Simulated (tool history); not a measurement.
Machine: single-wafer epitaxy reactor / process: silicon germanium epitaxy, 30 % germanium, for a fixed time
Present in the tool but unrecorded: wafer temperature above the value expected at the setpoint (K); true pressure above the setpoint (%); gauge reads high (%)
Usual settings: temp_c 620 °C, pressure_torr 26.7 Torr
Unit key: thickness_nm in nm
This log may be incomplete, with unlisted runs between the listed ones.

| run | hour | temp_c | pressure_torr | wafers since the last listed run | hours since the last pyrometer calibration | hours since the last manometer calibration | hours since the showerhead was replaced | hours since the gauge calibration | read-back reference wafer on the same gauge, thickness_nm | thickness_nm |
|---|---|---|---|---|---|---|---|---|---|---|
| 1 | 0.0 | 620 | 26.7 | 0 | 1055.4 | 524.4 | 5260.3 | 679.9 | 87.884 | 101.943 |
| 2 | 71.6 | 620 | 26.7 | 1348 | 1127.0 | 596.0 | 5331.9 | 751.5 | 87.961 | 103.078 |
| 3 | 136.6 | 620 | 26.7 | 1224 | 1192.0 | 661.0 | 5396.9 | 816.5 | 88.079 | 101.803 |
| 4 | 192.2 | 620 | 26.7 | 1047 | 1247.6 | 716.6 | 5452.5 | 872.1 | 88.072 | 101.673 |
| 5 | 228.0 | 620 | 26.7 | 674 | 1283.4 | 752.4 | 5488.3 | 907.9 | 88.043 | 101.892 |
| 6 | 273.6 | 620 | 26.7 | 858 | 1329.0 | 798.0 | 5533.9 | 953.5 | 88.115 | 101.414 |
| 7 | 323.2 | 620 | 24.1 | 934 | 1378.6 | 847.6 | 5583.5 | 1003.1 | 88.100 | 96.208 |
| 8 | 393.3 | 620 | 28.2 | 1320 | 1448.7 | 917.7 | 5653.6 | 1073.2 | 88.094 | 104.186 |
|  | 508.9 | capacitance manometer re-zeroed and calibrated |
| 9 | 509.4 | 620 | 26.7 | 2036 | 1564.8 | 0.5 | 5769.7 | 1189.3 | 87.892 | 105.154 |
|  | 535.5 | gauge calibrated |
| 10 | 539.3 | 620 | 26.7 | 563 | 1594.7 | 30.4 | 5799.6 | 3.8 | 87.818 | 105.607 |
|  | 550.7 | showerhead replaced |
| 11 | 564.1 | 620 | 26.7 | 316 | 1619.5 | 55.2 | 13.4 | 28.6 | 87.955 | 104.721 |
| 12 | 594.5 | 620 | 26.7 | 572 | 1649.9 | 85.6 | 43.8 | 59.0 | 87.959 | 105.055 |
| 13 | 653.8 | 614 | 29.7 | 1117 | 1709.2 | 144.9 | 103.1 | 118.3 | 88.116 | 100.547 |
| 14 | 707.7 | 629 | 20.8 | 1015 | 1763.1 | 198.8 | 157.0 | 172.2 | 88.049 | 107.220 |
|  | 756.0 | pyrometer calibrated |
| 15 | 777.4 | 614 | 30.1 | 1162 | 21.4 | 268.5 | 226.7 | 241.9 | 88.136 | 95.143 |
| 16 | 836.4 | 620 | 26.7 | 1111 | 80.4 | 327.5 | 285.7 | 300.9 | 87.942 | 98.691 |
| 17 | 1029.9 | 620 | 26.7 | 3644 | 273.9 | 521.0 | 479.2 | 494.4 | 88.151 | 100.517 |
| 18 | 1098.5 | 625 | 21.5 | 1292 | 342.5 | 589.6 | 547.8 | 563.0 | 87.982 | 98.317 |
| 19 | 1130.7 | 606 | 20.8 | 606 | 374.7 | 621.8 | 580.0 | 595.2 | 88.116 | 71.888 |
| 20 | 1155.5 | 620 | 26.7 | 467 | 399.5 | 646.6 | 604.8 | 620.0 | 88.046 | 99.642 |
| 21 | 1192.8 | 627 | 22.8 | 702 | 436.8 | 683.9 | 642.1 | 657.3 | 87.915 | 103.912 |
| 22 | 1226.1 | 634 | 23.6 | 627 | 470.1 | 717.2 | 675.4 | 690.6 | 87.998 | 116.030 |

Each row is a separate what-if for the run after 22, all from the same tool condition, not one after another. Results?
| A | 1226.5 | 620 | 26.7 | 7 | 470.5 | 717.6 | 675.8 | 691.0 | ? | ? |
| B | 1226.5 | 627 | 33.4 | 7 | 470.5 | 717.6 | 675.8 | 691.0 | ? | ? |
| C | 1226.5 | 615 | 26.7 | 7 | 470.5 | 717.6 | 675.8 | 691.0 | ? | ? |

| run | read-back reference wafer on the same gauge, thickness_nm | thickness_nm |
|---|---|---|
| A | 88.069 | 100.394 |
| B | 88.069 | 123.407 |
| C | 88.069 | 92.966 |
Had the tool no hidden state, the same runs would have come out as:
| run | thickness_nm |
|---|---|
| A | 100.415 |
| B | 123.487 |
| C | 92.955 |
